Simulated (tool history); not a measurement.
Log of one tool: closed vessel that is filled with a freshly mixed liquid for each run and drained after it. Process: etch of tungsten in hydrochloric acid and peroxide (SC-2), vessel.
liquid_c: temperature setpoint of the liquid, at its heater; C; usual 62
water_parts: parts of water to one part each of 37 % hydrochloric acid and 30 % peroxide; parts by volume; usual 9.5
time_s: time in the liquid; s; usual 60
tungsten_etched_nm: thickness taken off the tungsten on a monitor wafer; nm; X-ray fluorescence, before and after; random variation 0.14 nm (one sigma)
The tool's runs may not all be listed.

run    hour  liquid_c  water_parts  time_s  read-back film thickness of the tungsten reference wafer, read on the same gauge (nm)  tungsten_etched_nm
  1       0        62            8      60                                                                                  49.99               34.98
  2      70        62            8      60                                                                                  49.98               34.63
  3     136        62            8      60                                                                                  50.02               34.35
  4   187.4      66.5          9.5      60                                                                                  50.02               39.12
  5   279.6      66.5          9.5      60                                                                                  50.03               38.72
  6   349.3      66.5          9.5      60                                                                                  49.98               38.67
      369.5  -- new drum of peroxide connected
  7   402.1      55.5          9.5      60                                                                                  49.98               20.43
        445  -- thermometer replaced
  8   486.7        62          9.5      60                                                                                  49.99                30.6
  9   573.7        62          9.5      60                                                                                     50               30.32
 10   632.1        62            6      35                                                                                  50.06               25.13
 11   669.5        62            6      35                                                                                  50.03               25.16
 12   725.9        62            6      35                                                                                  49.99               24.81
 13   819.2        62          9.5      60                                                                                  50.06               29.45
 14   881.4        62          9.5      60                                                                                  49.99               29.18
 15   926.1        62            8      60                                                                                  49.99               33.39
      984.1  -- new drum of peroxide connected
 16    1017        62            6      35                                                                                  50.03               25.51
 17  1082.8        62          9.5      95                                                                                  49.97               48.04
 18  1185.2        62          9.5      60                                                                                  49.95               30.22
 19  1232.2      66.5          9.5      60                                                                                  49.95               39.69
 20  1336.2        62         12.5      60                                                                                  49.97               23.48
     1424.2  -- thermometer replaced
 21  1438.1      65.5            7      40                                                                                  49.99               30.93
     1470.9  -- gauge calibrated
     1507.8  -- chemicals flow meter replaced
 22  1535.9        62         12.5      70                                                                                  50.01               27.17
     1584.7  -- new drum of peroxide connected
 23  1602.4      71.5          9.5      40                                                                                     50               36.68
 24  1673.8        55          7.5      75                                                                                  49.96               29.87
 25  1740.1        62            6      35                                                                                  49.98               25.53
 26  1836.6        62         14.5      60                                                                                  49.98               20.96
 27  1916.3      57.5           13      70                                                                                  49.97               20.35
 28  1992.2        62           12      60                                                                                  49.97               24.33

3 ways to go on from here, each from the tool as it stands after run 28. What would each give?
  A  1992.9        62          9.5      30                                                                                      ?                   ?
  B  1992.9      59.5            5      40                                                                                      ?                   ?
  C  1992.9        59          9.5      40                                                                                      ?                   ?

run  read-back film thickness of the tungsten reference wafer, read on the same gauge (nm)  tungsten_etched_nm
  A                                                                                  49.97               14.93
  B                                                                                  49.97               28.09
  C                                                                                  49.97                16.5
Without the tool's hidden state the same runs would have given:
run  tungsten_etched_nm
  A               15.81
  B               29.62
  C               17.47
